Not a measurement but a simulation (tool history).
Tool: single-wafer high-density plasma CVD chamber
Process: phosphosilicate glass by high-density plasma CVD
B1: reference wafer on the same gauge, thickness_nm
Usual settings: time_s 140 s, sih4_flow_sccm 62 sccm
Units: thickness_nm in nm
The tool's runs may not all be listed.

Run 1, hour 0: usual settings but time_s 122 s, sih4_flow_sccm 55 sccm; B1 951.771. Result: thickness_nm 708.484 nm.
Run 2, hour 15.6: usual settings but time_s 124 s; B1 951.151. Result: thickness_nm 796.948 nm.
Run 3, hour 43.5: usual settings but time_s 124 s; B1 951.151. Result: thickness_nm 802.254 nm.
Run 4, hour 66.7: usual settings; B1 950.459. Result: thickness_nm 904.644 nm.
Run 5, hour 79.5: usual settings; B1 950.611. Result: thickness_nm 918.285 nm.
Run 6, hour 102.2: usual settings; B1 951.507. Result: thickness_nm 912.104 nm.
Run 7, hour 133.3: usual settings; B1 951.066. Result: thickness_nm 904.491 nm.
Run 8, hour 149.5: usual settings; B1 951.087. Result: thickness_nm 903.367 nm.
Run 9, hour 167.8: usual settings but sih4_flow_sccm 67 sccm; B1 950.55. Result: thickness_nm 978.598 nm.
Run 10, hour 196.9: usual settings but sih4_flow_sccm 67 sccm; B1 951.185. Result: thickness_nm 977.666 nm.
Run 11, hour 230.5: usual settings but sih4_flow_sccm 67 sccm; B1 952.121. Result: thickness_nm 982.279 nm.
Run 12, hour 248.1: usual settings but time_s 157 s; B1 951.284. Result: thickness_nm 1013.15 nm.
Run 13, hour 276.5: usual settings but time_s 157 s; B1 950.336. Result: thickness_nm 1009.563 nm.
Run 14, hour 296.1: usual settings but time_s 157 s; B1 950.766. Result: thickness_nm 1016.453 nm.
Run 15, hour 312.1: usual settings; B1 951.22. Result: thickness_nm 908.229 nm.
Run 16, hour 331.1: usual settings; B1 950.352. Result: thickness_nm 914.394 nm.
Run 17, hour 357.6: usual settings; B1 950.606. Result: thickness_nm 901.153 nm.
Run 18, hour 373.7: usual settings but time_s 165 s, sih4_flow_sccm 65 sccm; B1 950.737. Result: thickness_nm 1119.634 nm.
Run 19, hour 389.5: usual settings; B1 952.118. Result: thickness_nm 906.037 nm.
Run 20, hour 413.6: usual settings but time_s 128 s, sih4_flow_sccm 74 sccm; B1 951.668. Result: thickness_nm 980.086 nm.
Run 21, hour 446.9: usual settings but time_s 164 s; B1 950.299. Result: thickness_nm 1048.782 nm.
Run 22, hour 465.3: usual settings; B1 950.59. Result: thickness_nm 908.601 nm.
Run 23, hour 493.2: usual settings; B1 950.615. Result: thickness_nm 914.649 nm.
Run 24, hour 511.8: usual settings but time_s 125 s, sih4_flow_sccm 51 sccm; B1 950.47. Result: thickness_nm 668.118 nm.
Run 25, hour 527.3: usual settings but time_s 124 s, sih4_flow_sccm 66 sccm; B1 951.07. Result: thickness_nm 852.779 nm.
Run 26, hour 544.4: usual settings but sih4_flow_sccm 72 sccm; B1 952.057. Result: thickness_nm 1038.036 nm.
At hour 555.6: gauge calibrated.
Run 27, hour 570.5: usual settings; B1 951.319. Result: thickness_nm 900.448 nm.
Run 28, hour 599.4: usual settings but time_s 115 s; B1 950.646. Result: thickness_nm 748.387 nm.
At hour 617.9: silane flow controller replaced.
Run 29, hour 618.2: usual settings but time_s 129 s, sih4_flow_sccm 73 sccm; B1 952.32. Result: thickness_nm 963.119 nm.
Run 30, hour 649.5: usual settings; B1 951.541. Result: thickness_nm 910.631 nm.
Run 31, hour 672.3: usual settings; B1 951.601. Result: thickness_nm 902.798 nm.

Run 32 comes next. What will it give?
Run 32, hour 708.1: usual settings; B1 ?. Result: thickness_nm ?.

Run 32 gave B1 951.256, thickness_nm 914.097 nm.
Without the tool's hidden state the same run would have given thickness_nm 914.097 nm.
